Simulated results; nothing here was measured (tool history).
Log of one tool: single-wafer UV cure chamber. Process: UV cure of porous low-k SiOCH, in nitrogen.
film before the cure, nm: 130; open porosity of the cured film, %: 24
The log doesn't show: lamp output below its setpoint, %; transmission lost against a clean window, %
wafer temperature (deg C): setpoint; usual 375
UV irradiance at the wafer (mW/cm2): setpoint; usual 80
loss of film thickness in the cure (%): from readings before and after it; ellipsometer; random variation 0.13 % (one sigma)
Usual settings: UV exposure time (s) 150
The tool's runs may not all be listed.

run,hour,wafer temperature (deg C),UV exposure time (s),UV irradiance at the wafer (mW/cm2),wafers since the last listed run,hours since the UV bulbs were replaced,wafers since the quartz window was cleaned,loss of film thickness in the cure (%)
1,0.0,375,150,93,0,179.7,662,10.255
2,50.2,375,150,93,228,229.9,890,9.989
3,107.9,375,150,80,262,287.6,1153,9.480
4,176.3,375,150,80,310,356.0,1464,9.173
5,239.6,391,150,80,287,419.3,1751,9.373
6,267.7,391,150,80,127,447.4,1879,9.330
7,303.0,391,150,80,160,482.7,2040,9.323
# hour 325.1: quartz window cleaned
8,358.6,375,150,80,216,538.3,152,8.921
9,420.0,375,150,80,279,599.7,431,8.939
10,482.2,375,150,80,282,661.9,714,9.010
11,545.3,375,190,51,286,725.0,1000,7.886
12,605.7,375,150,80,274,785.4,1275,8.764
13,709.2,375,150,80,470,888.9,1746,8.677
14,778.7,375,150,80,315,958.4,2062,8.664
15,810.5,375,150,80,144,990.2,2206,8.520
# hour 846.2: quartz window cleaned
16,852.4,375,150,80,154,1032.1,28,8.533
17,895.9,375,150,80,197,1075.6,226,8.812
18,963.6,375,150,80,307,1143.3,533,8.905
19,1019.2,361,150,80,252,1198.9,786,8.605
20,1082.6,361,150,80,288,1262.3,1074,8.287
21,1116.1,375,150,49,152,1295.8,1227,6.454
22,1146.0,375,150,49,135,1325.7,1363,6.433
# hour 1205.3: UV bulbs replaced
23,1209.2,375,150,62,250,3.9,1614,8.581
24,1239.4,375,65,80,137,34.1,1751,6.399
25,1288.8,375,105,92,224,83.5,1976,8.910
26,1323.5,375,150,80,157,118.2,2133,9.590
# hour 1371.4: quartz window cleaned
27,1381.2,358,235,107,225,175.9,44,12.404
28,1406.0,375,150,80,112,200.7,157,9.607
29,1452.9,375,150,80,213,247.6,370,9.382
30,1511.0,375,150,80,264,305.7,634,9.193
31,1559.5,369,190,69,220,354.2,855,9.538
32,1596.0,383,120,80,165,390.7,1021,8.549
33,1648.9,384,215,80,240,443.6,1261,11.195
34,1860.9,358,115,48,963,655.6,2225,5.306
# hour 1904.4: quartz window cleaned
35,2011.0,387,120,96,646,805.7,484,8.754
36,2041.4,375,105,69,138,836.1,623,6.526
37,2085.5,375,150,58,200,880.2,823,7.291
38,2114.9,388,230,58,133,909.6,957,9.299
39,2152.5,375,150,80,170,947.2,1128,8.751
40,2221.7,388,175,116,314,1016.4,1442,11.410
41,2266.2,386,150,54,202,1060.9,1645,7.070
42,2315.8,361,60,80,225,1110.5,1870,4.600
43,2355.8,386,80,52,181,1150.5,2052,4.425
44,2425.7,363,225,80,317,1220.4,2370,10.004
# hour 2465.6: quartz window cleaned
45,2493.6,375,150,80,272,1288.3,127,8.577
46,2560.0,384,150,80,301,1354.7,429,8.725
47,2603.2,375,150,80,196,1397.9,625,8.342

5 ways to go on from here, each from the tool as it stands after run 47. What would each give?
A,2603.7,375,150,80,2,1398.4,627,?
B,2603.7,375,150,66,2,1398.4,627,?
C,2603.7,375,75,56,2,1398.4,627,?
D,2603.7,366,195,44,2,1398.4,627,?
E,2603.7,368,110,104,2,1398.4,627,?

run,loss of film thickness in the cure (%)
A,8.527
B,7.689
C,4.359
D,6.921
E,8.189
Without the tool's hidden state the same runs would have given:
run,loss of film thickness in the cure (%)
A,10.075
B,9.209
C,5.597
D,8.408
E,9.726
